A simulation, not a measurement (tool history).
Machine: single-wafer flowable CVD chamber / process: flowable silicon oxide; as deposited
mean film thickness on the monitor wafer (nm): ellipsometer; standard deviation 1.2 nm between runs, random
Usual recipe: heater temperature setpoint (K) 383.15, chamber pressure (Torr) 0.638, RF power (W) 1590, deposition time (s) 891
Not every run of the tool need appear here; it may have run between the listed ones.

run,hour,heater temperature setpoint (K),chamber pressure (Torr),RF power (W),deposition time (s),"read-back reference wafer on the same gauge, thickness_nm",mean film thickness on the monitor wafer (nm)
1,0,393.15,0.638,1590,891,290.974,188.255
# hour 14.1: gauge calibrated
2,31.7,383.15,0.638,1590,891,291.014,243.278
3,64.8,383.15,0.638,1590,891,290.938,243.161
4,79.5,383.15,0.638,1500,891,291.143,239.918
5,107.7,383.15,0.638,1500,891,291.142,240.073
6,123,374.15,0.638,1590,762,291.009,268.762
7,155.2,374.15,0.638,1590,762,291.101,268.174
8,254.5,383.15,0.638,1590,995,290.946,271.283
9,280.9,383.15,0.638,1590,995,291.051,272.635
# hour 304.3: RF generator calibrated
10,304.8,383.15,0.499,1590,752,291.08,161.313
# hour 355.5: capacitance manometer re-zeroed and calibrated
11,362.3,393.15,0.638,1590,770,290.711,162.036
# hour 374.5: showerhead replaced, of another model than before
# hour 377.5: thermocouple changed; heater temperature recalibrated
12,378.6,378.15,0.489,1760,771,290.908,234.045
13,404.6,379.15,0.638,1590,786,290.961,264.004
# hour 468.7: gauge calibrated
14,496.7,383.15,0.516,1590,891,290.994,233.783
15,527.2,371.15,0.785,1465,833,291.127,394.939
16,553.1,383.15,0.638,1590,891,291.022,266.301
17,587.9,383.15,0.638,1590,799,290.98,235.264
18,621.4,383.15,0.638,1590,891,290.981,261.92

Subtracting, for every run, the result it would have given without the tool's unlogged condition from the measured result gives the following. The same run-to-run variation enters both numbers; the gauge's scatter may not:
What the log doesn't record here: wafer temperature above the value expected at the setpoint (K); delivered RF power above the setpoint (%); true pressure above the setpoint (%); gauge reads high (%).
run,mean film thickness on the monitor wafer (nm)
1,-17.971
2,-26.022
3,-26.102
4,-25.793
5,-25.883
6,-31.14
7,-31.165
8,-29.629
9,-29.839
10,-17.687
11,-15.955
12,-0.257
13,-1.253
14,-3.756
15,-7.963
16,-5.991
17,-6.174
18,-7.778
